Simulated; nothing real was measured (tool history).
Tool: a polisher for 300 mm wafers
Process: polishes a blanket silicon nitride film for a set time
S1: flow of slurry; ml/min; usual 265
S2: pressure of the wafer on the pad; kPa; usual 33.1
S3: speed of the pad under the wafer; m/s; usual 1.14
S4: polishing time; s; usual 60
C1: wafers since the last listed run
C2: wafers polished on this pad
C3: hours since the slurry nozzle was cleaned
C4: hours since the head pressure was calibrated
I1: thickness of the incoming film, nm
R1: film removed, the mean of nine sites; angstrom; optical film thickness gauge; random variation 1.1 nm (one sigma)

Run 1, hour 0: usual settings; C1 0; C2 1815; C3 120.2; C4 250.3; I1 451.7. Result: R1 1611 angstrom.
Run 2, hour 92.4: usual settings; C1 1257; C2 3073; C3 212.6; C4 342.7; I1 441.6. Result: R1 1625 angstrom.
Run 3, hour 195: usual settings; C1 1396; C2 4469; C3 315.2; C4 445.3; I1 448. Result: R1 1630 angstrom.
Run 4, hour 279.6: usual settings but S2 39.3 kPa; C1 1151; C2 5620; C3 399.8; C4 529.9; I1 454. Result: R1 1879 angstrom.
Run 5, hour 344: usual settings but S2 39.3 kPa; C1 876; C2 6496; C3 464.2; C4 594.3; I1 447.4. Result: R1 1872 angstrom.
Run 6, hour 398.3: usual settings but S2 39.3 kPa; C1 738; C2 7235; C3 518.5; C4 648.6; I1 449.8. Result: R1 1883 angstrom.
Run 7, hour 463.4: usual settings; C1 885; C2 8120; C3 583.6; C4 713.7; I1 447.9. Result: R1 1602 angstrom.
At hour 528.2: worn pad replaced by a new one.
At hour 542.3: head pressure recalibrated.
Run 8, hour 560.4: usual settings; C1 1238; C2 410; C3 680.6; C4 18.1; I1 454.6. Result: R1 1590 angstrom.
Run 9, hour 596.7: usual settings; C1 493; C2 904; C3 716.9; C4 54.4; I1 446. Result: R1 1607 angstrom.
At hour 644.8: slurry nozzle cleaned.
Run 10, hour 701.5: usual settings; C1 1412; C2 2316; C3 56.7; C4 159.2; I1 448.3. Result: R1 1606 angstrom.
Run 11, hour 755.7: usual settings; C1 737; C2 3054; C3 110.9; C4 213.4; I1 445.9. Result: R1 1617 angstrom.
Run 12, hour 822.4: usual settings; C1 907; C2 3961; C3 177.6; C4 280.1; I1 452.4. Result: R1 1630 angstrom.
Run 13, hour 921: usual settings but S1 195 ml/min; C1 1341; C2 5303; C3 276.2; C4 378.7; I1 452.7. Result: R1 1574 angstrom.
Run 14, hour 998.8: usual settings but S1 195 ml/min; C1 1058; C2 6361; C3 354; C4 456.5; I1 443.2. Result: R1 1579 angstrom.
At hour 1024.8: worn pad replaced by a new one.
Run 15, hour 1069.8: usual settings; C1 911; C2 612; C3 425; C4 527.5; I1 456.8. Result: R1 1607 angstrom.
Run 16, hour 1162: usual settings; C1 1254; C2 1867; C3 517.2; C4 619.7; I1 441.7. Result: R1 1604 angstrom.
At hour 1213.8: head pressure recalibrated.
Run 17, hour 1233.6: usual settings; C1 946; C2 2814; C3 588.8; C4 19.8; I1 445.2. Result: R1 1616 angstrom.
Run 18, hour 1300.6: usual settings but S2 26.2 kPa; C1 911; C2 3725; C3 655.8; C4 86.8; I1 458.8. Result: R1 1326 angstrom.
Run 19, hour 1407: usual settings; C1 1447; C2 5173; C3 762.2; C4 193.2; I1 448.2. Result: R1 1603 angstrom.
At hour 1473.2: slurry nozzle cleaned.
Run 20, hour 1474: usual settings but S3 1.24 m/s; C1 898; C2 6071; C3 0.8; C4 260.2; I1 458.2. Result: R1 1726 angstrom.
Run 21, hour 1547.1: usual settings but S2 40.7 kPa; C1 994; C2 7066; C3 73.9; C4 333.3; I1 446.2. Result: R1 1896 angstrom.
Run 22, hour 1646.3: usual settings but S1 240 ml/min; C1 1349; C2 8415; C3 173.1; C4 432.5; I1 449.9. Result: R1 1594 angstrom.
At hour 1680.7: worn pad replaced by a new one.
Run 23, hour 1732.7: usual settings but S1 335 ml/min, S3 1.44 m/s; C1 1121; C2 707; C3 259.5; C4 518.9; I1 443.2. Result: R1 1993 angstrom.
Run 24, hour 1825.7: usual settings but S2 38.6 kPa; C1 1265; C2 1972; C3 352.5; C4 611.9; I1 439.8. Result: R1 1830 angstrom.
Run 25, hour 1902.2: usual settings but S1 200 ml/min, S2 44.1 kPa, S3 0.98 m/s, S4 68 s; C1 1040; C2 3013; C3 429; C4 688.4; I1 445.5. Result: R1 2025 angstrom.
At hour 1944.1: head pressure recalibrated.
Run 26, hour 1999: usual settings; C1 1289; C2 4303; C3 525.8; C4 54.9; I1 451.9. Result: R1 1610 angstrom.
Run 27, hour 2057.4: usual settings but S2 44.1 kPa; C1 794; C2 5097; C3 584.2; C4 113.3; I1 448.3. Result: R1 2065 angstrom.
Run 28, hour 2095.6: usual settings but S1 340 ml/min; C1 519; C2 5617; C3 622.4; C4 151.5; I1 453.4. Result: R1 1640 angstrom.
Run 29, hour 2158.9: usual settings but S1 195 ml/min, S2 26.9 kPa; C1 861; C2 6478; C3 685.7; C4 214.8; I1 448.1. Result: R1 1337 angstrom.
At hour 2175.9: slurry nozzle cleaned.
Run 30, hour 2231.9: usual settings but S3 0.84 m/s, S4 66 s; C1 979; C2 7458; C3 56; C4 287.8; I1 447.8. Result: R1 1369 angstrom.
At hour 2282.7: worn pad replaced by a new one.
Run 31, hour 2283.2: usual settings but S2 24.8 kPa, S3 1.36 m/s; C1 643; C2 6; C3 107.3; C4 339.1; I1 452.6. Result: R1 1474 angstrom.
Run 32, hour 2351.6: usual settings; C1 930; C2 937; C3 175.7; C4 407.5; I1 443.6. Result: R1 1609 angstrom.
Run 33, hour 2397.2: usual settings but S1 330 ml/min, S3 1.26 m/s; C1 620; C2 1557; C3 221.3; C4 453.1; I1 441. Result: R1 1763 angstrom.
Run 34, hour 2486.8: usual settings but S1 185 ml/min, S2 41.4 kPa; C1 1219; C2 2776; C3 310.9; C4 542.7; I1 451.8. Result: R1 1894 angstrom.
Run 35, hour 2551.4: usual settings; C1 878; C2 3655; C3 375.5; C4 607.3; I1 441.7. Result: R1 1609 angstrom.
Run 36, hour 2658: usual settings but S2 24.8 kPa; C1 1450; C2 5106; C3 482.1; C4 713.9; I1 448.4. Result: R1 1263 angstrom.
At hour 2663: head pressure recalibrated.
Run 37, hour 2762.3: usual settings but S1 325 ml/min, S2 23.4 kPa, S3 1.42 m/s, S4 74 s; C1 1391; C2 6498; C3 586.4; C4 99.3; I1 450.9. Result: R1 1808 angstrom.
At hour 2831.8: worn pad replaced by a new one.
At hour 2895.6: slurry nozzle cleaned.
Run 38, hour 2899.9: usual settings but S1 210 ml/min, S2 28.3 kPa, S3 0.8 m/s, S4 53 s; C1 1804; C2 912; C3 4.3; C4 236.9; I1 445.7. Result: R1 926 angstrom.

3 ways to go on from here, each from the tool as it stands after run 38. What would each give?
Run A, hour 2900.3: usual settings; C1 5; C2 917; C3 4.7; C4 237.3; I1 453.6. Result: R1 ?.
Run B, hour 2900.3: usual settings but S2 43.4 kPa, S3 1.38 m/s, S4 39 s; C1 5; C2 917; C3 4.7; C4 237.3; I1 453.6. Result: R1 ?.
Run C, hour 2900.3: usual settings but S1 300 ml/min, S2 25.5 kPa, S4 45 s; C1 5; C2 917; C3 4.7; C4 237.3; I1 453.6. Result: R1 ?.

run    R1
  A  1634
  B  1562
  C   998
Without the tool's hidden state the same runs would have given:
run    R1
  A  1634
  B  1562
  C   998

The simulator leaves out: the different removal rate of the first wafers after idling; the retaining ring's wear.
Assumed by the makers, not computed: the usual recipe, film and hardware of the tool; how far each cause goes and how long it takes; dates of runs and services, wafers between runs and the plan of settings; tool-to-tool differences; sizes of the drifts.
